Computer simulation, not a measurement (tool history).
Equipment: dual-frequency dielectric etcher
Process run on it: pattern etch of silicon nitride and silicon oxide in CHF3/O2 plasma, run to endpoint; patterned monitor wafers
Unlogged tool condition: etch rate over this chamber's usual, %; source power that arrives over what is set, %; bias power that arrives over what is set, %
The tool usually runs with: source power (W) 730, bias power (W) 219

| run | hour | source power (W) | bias power (W) | wafers since the last listed run | hours since the last wet clean | hours since the last source power generator calibration | hours since the last bias power generator calibration | hours since the last upper electrode change | incoming incoming film thickness, nm | endpoint time (s) |
|---|---|---|---|---|---|---|---|---|---|---|
| 1 | 0.0 | 640 | 195 | 0 | 170.4 | 3468.0 | 3590.2 | 1615.3 | 260.3 | 159.3 |
| 2 | 50.3 | 640 | 195 | 478 | 220.7 | 3518.3 | 3640.5 | 1665.6 | 260.2 | 160.2 |
| 3 | 116.6 | 640 | 195 | 630 | 287.0 | 3584.6 | 3706.8 | 1731.9 | 262.2 | 165.3 |
| 4 | 187.2 | 730 | 219 | 671 | 357.6 | 3655.2 | 3777.4 | 1802.5 | 262.6 | 151.4 |
| 5 | 260.3 | 730 | 219 | 695 | 430.7 | 3728.3 | 3850.5 | 1875.6 | 262.5 | 151.5 |
|  | 300.4 | source power generator calibrated |
| 6 | 314.0 | 800 | 219 | 472 | 484.4 | 13.6 | 3904.2 | 1929.3 | 262.4 | 147.8 |
|  | 335.3 | bias power generator calibrated |
|  | 359.6 | wet clean of the chamber |
| 7 | 360.1 | 800 | 219 | 172 | 0.5 | 59.7 | 24.8 | 1975.4 | 262.5 | 143.8 |

The next listed run, before its measurement:
| 8 | 436.9 | 830 | 236 | 730 | 77.3 | 136.5 | 101.6 | 2052.2 | 263.3 | ? |

{"run 8": {"endpoint time (s)": 141.2}}
Without the tool's hidden state the same run would have given endpoint time (s) 140.5.

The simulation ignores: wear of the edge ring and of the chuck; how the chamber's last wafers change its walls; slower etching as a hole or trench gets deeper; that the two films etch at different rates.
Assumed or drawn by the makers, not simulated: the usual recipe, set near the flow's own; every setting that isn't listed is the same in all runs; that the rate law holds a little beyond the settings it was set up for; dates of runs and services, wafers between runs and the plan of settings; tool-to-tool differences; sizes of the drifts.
